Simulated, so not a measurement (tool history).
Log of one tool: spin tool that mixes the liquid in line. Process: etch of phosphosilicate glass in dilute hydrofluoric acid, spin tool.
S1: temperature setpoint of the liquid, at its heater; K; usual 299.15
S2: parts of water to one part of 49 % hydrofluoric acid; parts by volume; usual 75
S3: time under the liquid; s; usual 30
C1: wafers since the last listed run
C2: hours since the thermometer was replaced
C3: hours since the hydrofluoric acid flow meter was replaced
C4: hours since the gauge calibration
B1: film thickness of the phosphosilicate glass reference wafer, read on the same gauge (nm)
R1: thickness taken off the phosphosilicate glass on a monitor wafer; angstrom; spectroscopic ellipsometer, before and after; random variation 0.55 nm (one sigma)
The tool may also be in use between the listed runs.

{"run": 1, "hour": 0.0, "S1": 299.15, "S2": 75, "S3": 25, "C1": 0, "C2": 410.6, "C3": 265.5, "C4": 1167.7, "B1": 90.0, "R1": 700.9}
{"run": 2, "hour": 106.1, "S1": 299.15, "S2": 75, "S3": 25, "C1": 1421, "C2": 516.7, "C3": 371.6, "C4": 1273.8, "B1": 90.01, "R1": 698.8}
{"run": 3, "hour": 150.7, "S1": 299.15, "S2": 75, "S3": 25, "C1": 597, "C2": 561.3, "C3": 416.2, "C4": 1318.4, "B1": 90.01, "R1": 702.8}
{"run": 4, "hour": 235.2, "S1": 299.15, "S2": 65, "S3": 30, "C1": 1132, "C2": 645.8, "C3": 500.7, "C4": 1402.9, "B1": 90.02, "R1": 1012.7}
{"run": 5, "hour": 315.0, "S1": 299.15, "S2": 65, "S3": 30, "C1": 1069, "C2": 725.6, "C3": 580.5, "C4": 1482.7, "B1": 90.02, "R1": 998.1}
{"run": 6, "hour": 393.2, "S1": 299.15, "S2": 65, "S3": 30, "C1": 1047, "C2": 803.8, "C3": 658.7, "C4": 1560.9, "B1": 89.99, "R1": 999.7}
{"run": 7, "hour": 495.7, "S1": 299.15, "S2": 75, "S3": 30, "C1": 1373, "C2": 906.3, "C3": 761.2, "C4": 1663.4, "B1": 89.98, "R1": 855.0}
{"run": 8, "hour": 569.8, "S1": 299.15, "S2": 75, "S3": 30, "C1": 992, "C2": 980.4, "C3": 835.3, "C4": 1737.5, "B1": 90.01, "R1": 882.1}
{"run": 9, "hour": 658.3, "S1": 299.15, "S2": 75, "S3": 30, "C1": 1185, "C2": 1068.9, "C3": 923.8, "C4": 1826.0, "B1": 90.01, "R1": 869.7}
{"run": 10, "hour": 738.2, "S1": 299.15, "S2": 75, "S3": 30, "C1": 1070, "C2": 1148.8, "C3": 1003.7, "C4": 1905.9, "B1": 90.01, "R1": 880.9}
{"run": 11, "hour": 775.1, "S1": 299.15, "S2": 75, "S3": 30, "C1": 494, "C2": 1185.7, "C3": 1040.6, "C4": 1942.8, "B1": 90.01, "R1": 869.0}
{"run": 12, "hour": 865.3, "S1": 299.15, "S2": 75, "S3": 30, "C1": 1208, "C2": 1275.9, "C3": 1130.8, "C4": 2033.0, "B1": 90.0, "R1": 882.6}
{"run": 13, "hour": 935.7, "S1": 299.15, "S2": 75, "S3": 30, "C1": 943, "C2": 1346.3, "C3": 1201.2, "C4": 2103.4, "B1": 90.01, "R1": 886.8}
{"hour": 949.5, "done": "thermometer replaced"}
{"run": 14, "hour": 980.9, "S1": 299.15, "S2": 75, "S3": 30, "C1": 592, "C2": 31.4, "C3": 1246.4, "C4": 2148.6, "B1": 89.98, "R1": 831.1}
{"run": 15, "hour": 1097.3, "S1": 299.15, "S2": 105, "S3": 30, "C1": 1559, "C2": 147.8, "C3": 1362.8, "C4": 2265.0, "B1": 90.01, "R1": 571.1}
{"run": 16, "hour": 1287.5, "S1": 303.15, "S2": 100, "S3": 30, "C1": 2548, "C2": 338.0, "C3": 1553.0, "C4": 2455.2, "B1": 90.0, "R1": 719.4}
{"run": 17, "hour": 1392.1, "S1": 299.15, "S2": 75, "S3": 30, "C1": 1401, "C2": 442.6, "C3": 1657.6, "C4": 2559.8, "B1": 89.99, "R1": 847.3}
{"run": 18, "hour": 1471.3, "S1": 302.15, "S2": 75, "S3": 30, "C1": 1061, "C2": 521.8, "C3": 1736.8, "C4": 2639.0, "B1": 90.01, "R1": 963.7}
{"hour": 1554.3, "done": "gauge calibrated"}
{"run": 19, "hour": 1571.0, "S1": 295.65, "S2": 75, "S3": 45, "C1": 1335, "C2": 621.5, "C3": 1836.5, "C4": 16.7, "B1": 90.0, "R1": 1127.8}
{"run": 20, "hour": 1631.9, "S1": 300.65, "S2": 65, "S3": 30, "C1": 816, "C2": 682.4, "C3": 1897.4, "C4": 77.6, "B1": 90.0, "R1": 1056.3}
{"run": 21, "hour": 1727.6, "S1": 299.15, "S2": 75, "S3": 30, "C1": 1282, "C2": 778.1, "C3": 1993.1, "C4": 173.3, "B1": 90.0, "R1": 861.8}
{"run": 22, "hour": 1768.2, "S1": 296.65, "S2": 75, "S3": 40, "C1": 544, "C2": 818.7, "C3": 2033.7, "C4": 213.9, "B1": 90.0, "R1": 1054.9}
{"run": 23, "hour": 1811.1, "S1": 299.15, "S2": 75, "S3": 30, "C1": 574, "C2": 861.6, "C3": 2076.6, "C4": 256.8, "B1": 89.99, "R1": 885.3}
{"run": 24, "hour": 1903.3, "S1": 296.15, "S2": 75, "S3": 35, "C1": 1235, "C2": 953.8, "C3": 2168.8, "C4": 349.0, "B1": 89.99, "R1": 907.6}
{"hour": 2009.9, "done": "hydrofluoric acid flow meter replaced"}
{"run": 25, "hour": 2010.4, "S1": 297.15, "S2": 75, "S3": 30, "C1": 1421, "C2": 1060.9, "C3": 0.5, "C4": 456.1, "B1": 90.0, "R1": 817.2}
{"run": 26, "hour": 2067.4, "S1": 303.15, "S2": 105, "S3": 35, "C1": 763, "C2": 1117.9, "C3": 57.5, "C4": 513.1, "B1": 90.0, "R1": 824.7}
{"hour": 2135.0, "done": "thermometer replaced"}
{"run": 27, "hour": 2136.2, "S1": 299.15, "S2": 75, "S3": 30, "C1": 908, "C2": 1.2, "C3": 126.3, "C4": 581.9, "B1": 89.99, "R1": 818.0}
{"run": 28, "hour": 2225.5, "S1": 299.15, "S2": 40, "S3": 15, "C1": 1196, "C2": 90.5, "C3": 215.6, "C4": 671.2, "B1": 90.01, "R1": 801.2}
{"run": 29, "hour": 2344.8, "S1": 299.15, "S2": 95, "S3": 45, "C1": 1598, "C2": 209.8, "C3": 334.9, "C4": 790.5, "B1": 90.01, "R1": 954.4}
{"run": 30, "hour": 2382.7, "S1": 299.15, "S2": 85, "S3": 40, "C1": 507, "C2": 247.7, "C3": 372.8, "C4": 828.4, "B1": 90.01, "R1": 956.7}
{"run": 31, "hour": 2472.2, "S1": 303.65, "S2": 100, "S3": 20, "C1": 1199, "C2": 337.2, "C3": 462.3, "C4": 917.9, "B1": 90.0, "R1": 484.0}
{"run": 32, "hour": 2526.1, "S1": 299.15, "S2": 75, "S3": 30, "C1": 722, "C2": 391.1, "C3": 516.2, "C4": 971.8, "B1": 90.0, "R1": 833.3}

Measured less the same run without the tool's hidden state. The same run-to-run variation is in both; the gauge's scatter may not be:
The hidden state here: liquid hotter than its thermometer reads (K); hydrofluoric acid flow below the setpoint (%); gauge reads high (%).
run=1 R1=+20.0
run=2 R1=+25.0
run=3 R1=+26.9
run=4 R1=+45.0
run=5 R1=+49.2
run=6 R1=+54.6
run=7 R1=+51.6
run=8 R1=+57.5
run=9 R1=+61.4
run=10 R1=+66.6
run=11 R1=+67.7
run=12 R1=+73.8
run=13 R1=+77.9
run=14 R1=+13.8
run=15 R1=+13.5
run=16 R1=+24.8
run=17 R1=+36.6
run=18 R1=+45.6
run=19 R1=+63.7
run=20 R1=+61.6
run=21 R1=+55.5
run=22 R1=+72.1
run=23 R1=+61.9
run=24 R1=+70.0
run=25 R1=+68.2
run=26 R1=+66.6
run=27 R1=+2.2
run=28 R1=+7.2
run=29 R1=+15.5
run=30 R1=+18.3
run=31 R1=+11.4
run=32 R1=+23.7
